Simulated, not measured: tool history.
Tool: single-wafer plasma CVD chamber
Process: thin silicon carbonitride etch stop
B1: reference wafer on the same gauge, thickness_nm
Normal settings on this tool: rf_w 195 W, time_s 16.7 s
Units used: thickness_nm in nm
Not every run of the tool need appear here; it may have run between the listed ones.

Run 1, hour 0.0: usual settings but rf_w 165 W; B1 10.333. Result: thickness_nm 9.015 nm.
Run 2, hour 12.3: usual settings but rf_w 165 W; B1 10.329. Result: thickness_nm 9.034 nm.
Run 3, hour 27.2: usual settings but rf_w 165 W; B1 10.322. Result: thickness_nm 8.998 nm.
Run 4, hour 39.0: usual settings; B1 10.313. Result: thickness_nm 9.320 nm.
Run 5, hour 55.4: usual settings; B1 10.310. Result: thickness_nm 9.310 nm.
Run 6, hour 62.8: usual settings; B1 10.312. Result: thickness_nm 9.322 nm.
Run 7, hour 97.5: usual settings; B1 10.300. Result: thickness_nm 9.301 nm.
Run 8, hour 106.5: usual settings but time_s 17.8 s; B1 10.301. Result: thickness_nm 9.928 nm.
Run 9, hour 126.0: usual settings but time_s 17.8 s; B1 10.297. Result: thickness_nm 9.922 nm.
At hour 140.0: gauge calibrated.
At hour 178.1: RF generator calibrated.
Run 10, hour 178.6: usual settings but time_s 17.8 s; B1 10.336. Result: thickness_nm 9.958 nm.
Run 11, hour 194.4: usual settings but time_s 18.5 s; B1 10.334. Result: thickness_nm 10.347 nm.
Run 12, hour 204.1: usual settings but rf_w 220 W, time_s 14.2 s; B1 10.322. Result: thickness_nm 8.137 nm.
Run 13, hour 218.0: usual settings but rf_w 180 W, time_s 14.4 s; B1 10.317. Result: thickness_nm 7.910 nm.
Run 14, hour 229.0: usual settings; B1 10.311. Result: thickness_nm 9.312 nm.
At hour 244.2: thermocouple changed; heater temperature recalibrated.
Run 15, hour 244.7: usual settings but time_s 18.5 s; B1 10.313. Result: thickness_nm 10.279 nm.
At hour 262.1: showerhead replaced.
Run 16, hour 273.6: usual settings but rf_w 210 W; B1 10.306. Result: thickness_nm 9.452 nm.
Run 17, hour 289.6: usual settings but rf_w 230 W, time_s 19.7 s; B1 10.297. Result: thickness_nm 11.330 nm.
Run 18, hour 301.2: usual settings; B1 10.298. Result: thickness_nm 9.291 nm.
Run 19, hour 309.9: usual settings but rf_w 170 W, time_s 13.7 s; B1 10.301. Result: thickness_nm 7.410 nm.
At hour 317.8: gauge calibrated.
Run 20, hour 325.1: usual settings but rf_w 230 W, time_s 17.9 s; B1 10.357. Result: thickness_nm 10.407 nm.
Run 21, hour 339.4: usual settings but rf_w 225 W; B1 10.344. Result: thickness_nm 9.593 nm.
Run 22, hour 350.2: usual settings but time_s 14.4 s; B1 10.333. Result: thickness_nm 8.071 nm.

Branching from run 22: 3 alternative next runs. What would each branch give?
Run A, hour 350.6: usual settings but rf_w 220 W; B1 ?. Result: thickness_nm ?.
Run B, hour 350.6: usual settings but rf_w 225 W, time_s 19.7 s; B1 ?. Result: thickness_nm ?.
Run C, hour 350.6: usual settings but rf_w 175 W, time_s 19.8 s; B1 ?. Result: thickness_nm ?.

run      B1  thickness_nm
  A  10.333         9.581
  B  10.333        11.355
  C  10.333        10.845
Without the tool's hidden state the same runs would have given:
run  thickness_nm
  A         9.616
  B        11.397
  C        10.885

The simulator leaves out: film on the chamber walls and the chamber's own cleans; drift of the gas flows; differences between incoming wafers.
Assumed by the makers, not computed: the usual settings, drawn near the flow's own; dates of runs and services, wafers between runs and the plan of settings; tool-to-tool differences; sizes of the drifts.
